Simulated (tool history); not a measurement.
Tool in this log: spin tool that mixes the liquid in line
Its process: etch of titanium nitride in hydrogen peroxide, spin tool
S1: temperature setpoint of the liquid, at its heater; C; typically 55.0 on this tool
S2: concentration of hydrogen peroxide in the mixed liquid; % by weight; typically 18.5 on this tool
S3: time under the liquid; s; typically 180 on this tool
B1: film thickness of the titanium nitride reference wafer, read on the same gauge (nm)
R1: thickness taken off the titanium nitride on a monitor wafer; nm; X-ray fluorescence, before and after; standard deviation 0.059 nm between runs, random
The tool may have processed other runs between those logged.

| run | hour | S1 | S2 | S3 | B1 | R1 |
|---|---|---|---|---|---|---|
| 1 | 0.0 | 55.0 | 19.5 | 180 | 100.01 | 9.68 |
|  | 50.5 | peroxide flow meter replaced |
| 2 | 55.5 | 55.0 | 19.5 | 180 | 99.99 | 9.59 |
| 3 | 196.8 | 61.5 | 18.5 | 180 | 100.04 | 14.67 |
| 4 | 228.1 | 61.5 | 18.5 | 180 | 100.00 | 14.64 |
| 5 | 291.2 | 55.0 | 18.5 | 155 | 99.99 | 8.08 |
| 6 | 336.6 | 55.0 | 18.5 | 155 | 99.98 | 8.02 |
| 7 | 383.4 | 55.0 | 22.5 | 180 | 99.98 | 9.73 |
| 8 | 428.2 | 55.0 | 22.5 | 180 | 100.02 | 9.58 |
| 9 | 480.4 | 61.0 | 18.5 | 180 | 100.01 | 14.11 |
|  | 552.7 | new drum of peroxide connected |
| 10 | 607.2 | 48.5 | 16.0 | 120 | 99.99 | 3.74 |
| 11 | 642.9 | 55.0 | 20.5 | 180 | 100.02 | 9.38 |
|  | 650.8 | heated supply line repaired |
|  | 659.4 | thermometer replaced |
| 12 | 666.9 | 55.0 | 14.5 | 180 | 99.99 | 8.39 |
|  | 674.1 | gauge calibrated |
|  | 676.9 | peroxide flow meter replaced |
| 13 | 731.3 | 55.0 | 18.5 | 155 | 99.98 | 7.53 |
|  | 779.6 | heated supply line repaired, repeated, since the last time left the tool worse |
| 14 | 799.2 | 60.5 | 21.0 | 115 | 100.02 | 9.13 |
| 15 | 867.6 | 55.0 | 18.5 | 180 | 100.00 | 9.51 |
| 16 | 907.7 | 52.0 | 14.5 | 270 | 100.03 | 10.89 |
| 17 | 964.1 | 55.0 | 18.5 | 180 | 100.00 | 9.39 |

Here are 5 independent what-if runs from the current tool condition. What would each one return?
| A | 964.6 | 55.0 | 15.5 | 180 | ? | ? |
| B | 964.6 | 55.0 | 13.0 | 180 | ? | ? |
| C | 964.6 | 48.0 | 18.5 | 180 | ? | ? |
| D | 964.6 | 55.0 | 17.0 | 220 | ? | ? |
| E | 964.6 | 55.0 | 17.0 | 180 | ? | ? |

| run | B1 | R1 |
|---|---|---|
| A | 100.00 | 9.00 |
| B | 100.00 | 8.67 |
| C | 100.00 | 5.66 |
| D | 100.00 | 11.22 |
| E | 100.00 | 9.18 |
With no hidden state in the tool, these same runs would have given:
| run | R1 |
|---|---|
| A | 9.14 |
| B | 8.81 |
| C | 5.75 |
| D | 11.39 |
| E | 9.32 |

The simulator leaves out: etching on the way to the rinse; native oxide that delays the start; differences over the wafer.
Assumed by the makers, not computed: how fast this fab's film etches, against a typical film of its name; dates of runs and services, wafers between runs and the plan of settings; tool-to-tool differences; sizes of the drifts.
